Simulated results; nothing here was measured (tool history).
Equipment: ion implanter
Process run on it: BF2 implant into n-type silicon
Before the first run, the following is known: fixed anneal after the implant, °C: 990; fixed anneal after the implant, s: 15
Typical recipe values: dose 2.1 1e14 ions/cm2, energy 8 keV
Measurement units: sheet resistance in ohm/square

| run | day | dose | energy | wafers since the last listed run | hours since the last dose calibration | hours since the extraction supply was calibrated | hours since the gauge calibration | read-back reference wafer on the same gauge, sheet resistance | sheet resistance |
|---|---|---|---|---|---|---|---|---|---|
| 1 | 0 | 1.75 | 8 | 0 | 1323.1 | 2562.1 | 75.7 | 757.24 | 731.96 |
| 2 | 3.233 | 1.75 | 8 | 1125 | 1400.7 | 2639.7 | 153.3 | 758.27 | 730.86 |
| 3 | 9.817 | 2.1 | 8 | 2291 | 1558.7 | 2797.7 | 311.3 | 758.42 | 645.3 |
| 4 | 11.846 | 2.1 | 8 | 706 | 1607.4 | 2846.4 | 360 | 757.5 | 642.01 |
| 5 | 14.842 | 2.1 | 8 | 1042 | 1679.3 | 2918.3 | 431.9 | 758.06 | 644.85 |
| 6 | 18.971 | 2.1 | 8 | 1437 | 1778.4 | 3017.4 | 531 | 758.08 | 648.46 |
| 7 | 22.225 | 2.1 | 8 | 1132 | 1856.5 | 3095.5 | 609.1 | 758.34 | 643.57 |
|  | 24.167 | extraction supply calibrated |
|  | 24.654 | Faraday cup replaced and dose calibrated |
| 8 | 24.888 | 1.78 | 8 | 694 | 5.6 | 17.3 | 673 | 757.65 | 724.92 |
| 9 | 29.112 | 1.78 | 8 | 1470 | 107 | 118.7 | 774.4 | 758.19 | 724.05 |
| 10 | 31.283 | 1.59 | 9 | 755 | 159.1 | 170.8 | 826.5 | 758.14 | 769.77 |
| 11 | 33.546 | 2.39 | 6 | 787 | 213.4 | 225.1 | 880.8 | 757.69 | 653.29 |
| 12 | 37.688 | 1.64 | 8.5 | 1441 | 312.8 | 324.5 | 980.2 | 757.99 | 759.91 |
| 13 | 39.346 | 2.5 | 9.5 | 577 | 352.6 | 364.3 | 1020 | 758.03 | 543.26 |
|  | 39.825 | gauge calibrated |
| 14 | 41.554 | 1.59 | 5.5 | 768 | 405.6 | 417.3 | 41.5 | 758.01 | 861.65 |
| 15 | 43.85 | 1.7 | 5.5 | 799 | 460.7 | 472.4 | 96.6 | 757.75 | 830.72 |
| 16 | 47.871 | 1.73 | 6.5 | 1399 | 557.2 | 568.9 | 193.1 | 757.64 | 781.05 |
| 17 | 49.567 | 2.1 | 8 | 590 | 597.9 | 609.6 | 233.8 | 758.1 | 643.23 |
| 18 | 51.633 | 2.1 | 8 | 719 | 647.5 | 659.2 | 283.4 | 757.96 | 641.37 |
| 19 | 53.517 | 2.51 | 9 | 655 | 692.7 | 704.4 | 328.6 | 758.16 | 550.78 |

4 ways to go on from here, each from the tool as it stands after run 19. What would each give?
| A | 53.533 | 2.1 | 9 | 5 | 693.1 | 704.8 | 329 | ? | ? |
| B | 53.533 | 2.44 | 7 | 5 | 693.1 | 704.8 | 329 | ? | ? |
| C | 53.533 | 2.1 | 10.5 | 5 | 693.1 | 704.8 | 329 | ? | ? |
| D | 53.533 | 1.82 | 10.5 | 5 | 693.1 | 704.8 | 329 | ? | ? |

| run | read-back reference wafer on the same gauge, sheet resistance | sheet resistance |
|---|---|---|
| A | 757.84 | 624.31 |
| B | 757.84 | 611.23 |
| C | 757.84 | 600.97 |
| D | 757.84 | 673.38 |
Stripped of hidden state, with their random variation kept, the same runs would have yielded:
| run | sheet resistance |
|---|---|
| A | 624.31 |
| B | 611.23 |
| C | 600.97 |
| D | 673.38 |
